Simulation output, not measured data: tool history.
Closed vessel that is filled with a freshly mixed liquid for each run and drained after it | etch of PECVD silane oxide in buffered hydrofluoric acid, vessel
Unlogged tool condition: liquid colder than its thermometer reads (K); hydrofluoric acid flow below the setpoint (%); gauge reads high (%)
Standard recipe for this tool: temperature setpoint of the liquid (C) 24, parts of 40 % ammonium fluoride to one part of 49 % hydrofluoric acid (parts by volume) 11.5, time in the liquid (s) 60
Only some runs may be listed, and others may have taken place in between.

run,hour,temperature setpoint of the liquid (C),parts of 40 % ammonium fluoride to one part of 49 % hydrofluoric acid (parts by volume),time in the liquid (s),wafers since the last listed run,hours since the thermometer was replaced,hours since the hydrofluoric acid flow meter was replaced,hours since the gauge calibration,"read-back film thickness of the PECVD silane oxide reference wafer, read on the same gauge (nm)",thickness taken off the PECVD silane oxide on a monitor wafer (Å)
1,0,24,9.5,40,0,456.2,1029.9,401.5,150.03,1440.5
2,16.7,24,9.5,40,1115,472.9,1046.6,418.2,150.03,1456.6
3,30.5,24,11.5,60,921,486.7,1060.4,432,150,1810.9
4,39.4,24,11.5,60,594,495.6,1069.3,440.9,150.02,1813.2
5,49,24,11.5,60,641,505.2,1078.9,450.5,149.99,1824
# hour 74.2: hydrofluoric acid flow meter replaced
6,93.3,24,11.5,60,2891,549.5,19.1,494.8,149.96,1823.4
7,107.8,24,11.5,60,968,564,33.6,509.3,149.99,1809.7
8,118.8,24,11.5,60,734,575,44.6,520.3,150.04,1799.7
9,136.6,24,11.5,60,1188,592.8,62.4,538.1,150.01,1802.2
10,148.8,24,11.5,60,814,605,74.6,550.3,150.03,1808.5
# hour 154: gauge calibrated
11,195.7,24,11.5,60,3132,651.9,121.5,41.7,150.01,1797
12,205.2,24,9,60,634,661.4,131,51.2,150.01,2208.1
13,211.2,20.5,8,30,400,667.4,137,57.2,150.01,1016.3
14,229.2,24,11.5,60,1202,685.4,155,75.2,150,1770
# hour 231.2: thermometer replaced
15,237.8,24,9,60,507,6.6,163.6,83.8,150.06,2377.1
16,251.1,21,11.5,90,888,19.9,176.9,97.1,149.99,2458.9
17,263.2,24,11.5,60,808,32,189,109.2,149.99,1935
18,309.3,21.5,7.5,40,3078,78.1,235.1,155.3,150.02,1639.8
19,319.1,24,11.5,60,654,87.9,244.9,165.1,150.02,1936.3
20,326.3,20,11.5,60,480,95.1,252.1,172.3,149.98,1541.1

What does the tool deliver on the next run?
21,336.4,22.5,13,60,674,105.2,262.2,182.4,?,?

Run 21 came out at read-back film thickness of the PECVD silane oxide reference wafer, read on the same gauge (nm) 150.01, thickness taken off the PECVD silane oxide on a monitor wafer (Å) 1539.7.
The same run, on a tool lacking any hidden state, would have yielded thickness taken off the PECVD silane oxide on a monitor wafer (Å) 1559.3.
